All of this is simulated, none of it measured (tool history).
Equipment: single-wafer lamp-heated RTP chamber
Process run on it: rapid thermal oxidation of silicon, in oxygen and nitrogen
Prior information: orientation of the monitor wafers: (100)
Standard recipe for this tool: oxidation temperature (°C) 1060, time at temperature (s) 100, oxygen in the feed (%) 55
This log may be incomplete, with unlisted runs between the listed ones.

run,hour,oxidation temperature (°C),time at temperature (s),oxygen in the feed (%),wafers since the last listed run,wafers since the last pyrometer calibration,hours since the oxygen flow controller was replaced,hours since the gauge calibration,"read-back reference wafer on the same gauge, thickness",oxide thickness on the monitor wafer (angstrom)
1,0.0,1060,100,55,0,2069,6218.1,227.3,8.502,95.63
2,22.8,1060,100,55,375,2444,6240.9,250.1,8.507,95.99
# hour 38.0: pyrometer window cleaned and pyrometer calibrated
3,40.9,1060,100,55,166,47,6259.0,268.2,8.497,93.44
4,60.1,1069,100,66,316,363,6278.2,287.4,8.497,106.64
5,74.9,1069,100,66,243,606,6293.0,302.2,8.495,106.71
6,87.0,1069,100,66,199,806,6305.1,314.3,8.500,106.73
7,108.6,1070,138,55,355,1161,6326.7,335.9,8.507,117.49
8,135.8,1070,138,55,447,1609,6353.9,363.1,8.511,117.80
9,176.9,1060,100,55,676,2285,6395.0,404.2,8.501,95.56
# hour 204.5: pyrometer window cleaned and pyrometer calibrated
10,205.0,1060,100,55,330,8,6423.1,432.3,8.493,93.61
11,236.3,1060,100,55,515,523,6454.4,463.6,8.502,93.75
# hour 244.9: oxygen flow controller replaced
12,256.1,1043,100,76,194,717,11.2,483.4,8.505,94.00
# hour 257.3: gauge calibrated
13,290.6,1060,56,78,567,1285,45.7,33.3,8.502,82.71
14,310.9,1060,100,55,334,1619,66.0,53.6,8.494,95.16
15,325.5,1060,100,55,240,1860,80.6,68.2,8.500,95.52
16,341.6,1072,100,26,265,2125,96.7,84.3,8.495,79.74
# hour 353.4: pyrometer window cleaned and pyrometer calibrated
17,372.4,1060,100,55,375,312,127.5,115.1,8.501,93.63
18,399.3,1080,100,72,442,755,154.4,142.0,8.509,117.74
19,416.9,1060,56,78,289,1045,172.0,159.6,8.496,81.92
20,448.2,1034,74,70,515,1560,203.3,190.9,8.508,75.11
21,464.7,1060,100,84,271,1832,219.8,207.4,8.493,110.35
22,497.3,1087,121,64,536,2368,252.4,240.0,8.499,131.86
# hour 507.6: pyrometer window cleaned and pyrometer calibrated
23,526.4,1071,54,28,347,309,281.5,269.1,8.495,59.88

What the log doesn't show, run by run:
deviation of the oxygen flow from its setpoint, %: 0, the same for each run
gauge reads high (%): 0, the same for each run
H1: true wafer temperature minus pyrometer reading, K
run,H1
1,3.75
2,4.34
3,0.705
4,1.2
5,1.58
6,1.9
7,2.46
8,3.16
9,4.22
10,0.663
11,1.47
12,1.98
13,2.88
14,3.4
15,3.78
16,4.19
17,0.567
18,1.26
19,1.72
20,2.53
21,2.95
22,3.8
23,1.08

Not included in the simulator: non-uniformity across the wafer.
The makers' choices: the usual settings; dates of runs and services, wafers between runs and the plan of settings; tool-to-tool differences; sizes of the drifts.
